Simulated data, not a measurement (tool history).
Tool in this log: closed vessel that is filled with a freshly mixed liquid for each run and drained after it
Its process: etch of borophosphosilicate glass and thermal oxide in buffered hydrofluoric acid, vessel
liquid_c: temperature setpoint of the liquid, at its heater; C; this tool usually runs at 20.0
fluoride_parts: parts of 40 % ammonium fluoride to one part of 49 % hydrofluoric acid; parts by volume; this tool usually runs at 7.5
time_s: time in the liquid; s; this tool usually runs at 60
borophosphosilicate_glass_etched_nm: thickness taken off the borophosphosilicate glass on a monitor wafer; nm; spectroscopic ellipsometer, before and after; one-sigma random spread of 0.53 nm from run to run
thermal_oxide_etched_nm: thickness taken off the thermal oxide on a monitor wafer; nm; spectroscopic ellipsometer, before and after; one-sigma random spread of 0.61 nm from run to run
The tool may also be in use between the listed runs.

run	hour	liquid_c	fluoride_parts	time_s	read-back film thickness of the borophosphosilicate glass reference wafer, read on the same gauge (nm)	read-back film thickness of the thermal oxide reference wafer, read on the same gauge (nm)	borophosphosilicate_glass_etched_nm	thermal_oxide_etched_nm
1	0.0	20.0	7.5	60	149.98	80.01	78.72	74.85
2	12.1	20.0	7.5	60	150.05	80.01	78.62	76.57
3	22.8	20.0	7.5	60	149.98	79.98	79.20	75.64
4	33.1	20.0	7.5	60	150.00	79.99	78.40	75.70
5	44.4	20.0	7.5	60	149.99	80.02	78.16	74.84
6	52.7	20.0	7.5	60	150.02	80.01	79.25	75.49
# hour 60.6: gauge calibrated
7	61.8	20.0	7.5	60	149.99	80.01	78.36	75.73
8	69.7	20.0	7.5	60	149.98	80.01	79.27	75.45
9	81.2	20.0	7.5	60	149.98	79.97	79.15	75.57
10	95.8	20.0	7.5	60	150.00	80.00	78.76	75.68
# hour 103.1: thermometer replaced
11	111.1	20.0	7.5	60	150.02	80.00	78.92	75.45
12	125.0	17.0	7.5	60	149.97	80.00	66.30	63.64
13	138.4	20.0	7.5	60	149.99	79.98	78.59	76.46
14	146.1	25.0	5.0	35	150.00	80.00	86.96	83.45
15	157.7	20.0	7.5	60	150.00	80.01	78.77	76.05
16	170.0	20.0	7.5	60	150.01	80.01	78.58	75.98
17	184.1	20.0	10.0	45	150.02	79.95	44.81	43.57
# hour 191.8: hydrofluoric acid flow meter replaced
18	196.0	20.0	5.0	70	149.97	80.03	134.42	127.45
# hour 196.3: gauge calibrated
19	206.9	20.0	7.5	35	150.02	80.00	45.86	44.30
20	221.3	23.0	7.5	80	150.00	80.01	123.44	120.19
21	238.9	20.0	6.0	95	150.01	80.01	155.83	147.73
22	253.5	20.0	7.5	60	150.03	80.01	78.69	74.82
23	271.3	23.0	5.0	60	149.99	79.99	132.32	129.85

3 ways to go on from here, each from the tool as it stands after run 23. What would each give?
A	272.0	18.5	7.5	60	?	?	?	?
B	272.0	20.0	7.5	30	?	?	?	?
C	272.0	20.0	6.5	35	?	?	?	?

run	read-back film thickness of the borophosphosilicate glass reference wafer, read on the same gauge (nm)	read-back film thickness of the thermal oxide reference wafer, read on the same gauge (nm)	borophosphosilicate_glass_etched_nm	thermal_oxide_etched_nm
A	150.01	80.02	72.74	69.12
B	150.01	80.02	39.52	37.60
C	150.01	80.02	53.10	50.40
Take away the tool's hidden state, keep each run's random variation, and the runs would have read:
run	borophosphosilicate_glass_etched_nm	thermal_oxide_etched_nm
A	72.74	69.12
B	39.52	37.60
C	53.10	50.40
